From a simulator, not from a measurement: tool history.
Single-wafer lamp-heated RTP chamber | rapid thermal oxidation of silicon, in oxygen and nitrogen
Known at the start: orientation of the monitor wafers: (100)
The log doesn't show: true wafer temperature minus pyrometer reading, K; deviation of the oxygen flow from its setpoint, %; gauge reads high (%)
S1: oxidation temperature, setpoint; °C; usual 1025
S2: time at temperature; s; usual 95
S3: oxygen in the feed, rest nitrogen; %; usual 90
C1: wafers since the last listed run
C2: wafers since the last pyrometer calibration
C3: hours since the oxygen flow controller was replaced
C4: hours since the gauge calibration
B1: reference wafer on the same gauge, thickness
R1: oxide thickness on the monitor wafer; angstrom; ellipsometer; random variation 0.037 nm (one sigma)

Run 1, hour 0: usual settings but S2 63 s, S3 82 %; C1 0; C2 3205; C3 4324.4; C4 734.4; B1 7.084. Result: R1 71.12 angstrom.
Run 2, hour 32.2: usual settings but S2 73 s, S3 72 %; C1 245; C2 3451; C3 4356.6; C4 766.6; B1 7.086. Result: R1 72.37 angstrom.
Run 3, hour 96.2: usual settings but S2 73 s, S3 72 %; C1 488; C2 3939; C3 4420.6; C4 830.6; B1 7.083. Result: R1 73.79 angstrom.
At hour 108.4: pyrometer window cleaned and pyrometer calibrated.
Run 4, hour 128.3: usual settings but S2 130 s; C1 183; C2 151; C3 4452.7; C4 862.7; B1 7.074. Result: R1 97.95 angstrom.
Run 5, hour 170.2: usual settings but S2 130 s; C1 319; C2 471; C3 4494.6; C4 904.6; B1 7.089. Result: R1 97.75 angstrom.
At hour 201.3: gauge calibrated.
Run 6, hour 204.8: usual settings but S2 130 s; C1 264; C2 735; C3 4529.2; C4 3.5; B1 7.077. Result: R1 96.74 angstrom.
Run 7, hour 256.8: usual settings; C1 396; C2 1132; C3 4581.2; C4 55.5; B1 7.078. Result: R1 84.32 angstrom.
Run 8, hour 320.6: usual settings; C1 486; C2 1619; C3 4645; C4 119.3; B1 7.085. Result: R1 84.87 angstrom.
Run 9, hour 443.6: usual settings; C1 938; C2 2558; C3 4768; C4 242.3; B1 7.08. Result: R1 86.99 angstrom.
Run 10, hour 515.5: usual settings but S3 98 %; C1 548; C2 3106; C3 4839.9; C4 314.2; B1 7.08. Result: R1 90.23 angstrom.
At hour 555: pyrometer window cleaned and pyrometer calibrated.
Run 11, hour 555.5: usual settings but S3 98 %; C1 244; C2 4; C3 4879.9; C4 354.2; B1 7.082. Result: R1 87.21 angstrom.
Run 12, hour 609.6: usual settings but S3 98 %; C1 412; C2 416; C3 4934; C4 408.3; B1 7.071. Result: R1 88.5 angstrom.
Run 13, hour 643.5: usual settings; C1 258; C2 675; C3 4967.9; C4 442.2; B1 7.076. Result: R1 84.89 angstrom.
Run 14, hour 689.9: usual settings but S1 1051 °C, S3 98 %; C1 354; C2 1029; C3 5014.3; C4 488.6; B1 7.082. Result: R1 105.83 angstrom.
Run 15, hour 746.1: usual settings; C1 428; C2 1458; C3 5070.5; C4 544.8; B1 7.083. Result: R1 85.64 angstrom.
Run 16, hour 906.9: usual settings but S1 1053 °C, S2 71 s, S3 98 %; C1 1227; C2 2686; C3 5231.3; C4 705.6; B1 7.068. Result: R1 95.9 angstrom.
Run 17, hour 951: usual settings but S2 74 s, S3 71 %; C1 336; C2 3022; C3 5275.4; C4 749.7; B1 7.082. Result: R1 72.41 angstrom.
At hour 984.7: oxygen flow controller replaced.
Run 18, hour 999.3: usual settings but S1 997 °C, S2 66 s; C1 307; C2 3330; C3 14.6; C4 798; B1 7.088. Result: R1 61.11 angstrom.
Run 19, hour 1046.2: usual settings but S3 69 %; C1 357; C2 3688; C3 61.5; C4 844.9; B1 7.076. Result: R1 81.45 angstrom.
At hour 1069.8: gauge calibrated.
Run 20, hour 1104.5: usual settings but S1 1011 °C, S2 112 s, S3 77 %; C1 444; C2 4133; C3 119.8; C4 34.7; B1 7.078. Result: R1 83.34 angstrom.
At hour 1126.3: pyrometer window cleaned and pyrometer calibrated.
Run 21, hour 1155.2: usual settings; C1 325; C2 220; C3 170.5; C4 85.4; B1 7.079. Result: R1 84.68 angstrom.
Run 22, hour 1206.9: usual settings but S1 1013 °C, S2 132 s, S3 98 %; C1 394; C2 615; C3 222.2; C4 137.1; B1 7.077. Result: R1 93.18 angstrom.
Run 23, hour 1236.2: usual settings but S2 64 s; C1 223; C2 838; C3 251.5; C4 166.4; B1 7.083. Result: R1 70.89 angstrom.
Run 24, hour 1301: usual settings but S2 114 s; C1 494; C2 1333; C3 316.3; C4 231.2; B1 7.074. Result: R1 92.13 angstrom.
Run 25, hour 1370.7: usual settings but S1 1036 °C, S2 135 s, S3 74 %; C1 531; C2 1865; C3 386; C4 300.9; B1 7.07. Result: R1 101.53 angstrom.

The tool's hidden state at each run:
deviation of the oxygen flow from its setpoint, %: 0 in every run
gauge reads high (%): 0 in every run
H1: true wafer temperature minus pyrometer reading, K
run     H1
  1   5.89
  2   6.65
  3   8.34
  4  0.234
  5  0.327
  6  0.475
  7  0.821
  8   1.45
  9   3.28
 10   4.73
 11    1.2
 12   1.29
 13   1.42
 14    1.7
 15    2.2
 16   4.57
 17   5.47
 18   6.57
 19   7.76
 20   9.41
 21   0.72
 22  0.874
 23   1.03
 24   1.53
 25   2.32

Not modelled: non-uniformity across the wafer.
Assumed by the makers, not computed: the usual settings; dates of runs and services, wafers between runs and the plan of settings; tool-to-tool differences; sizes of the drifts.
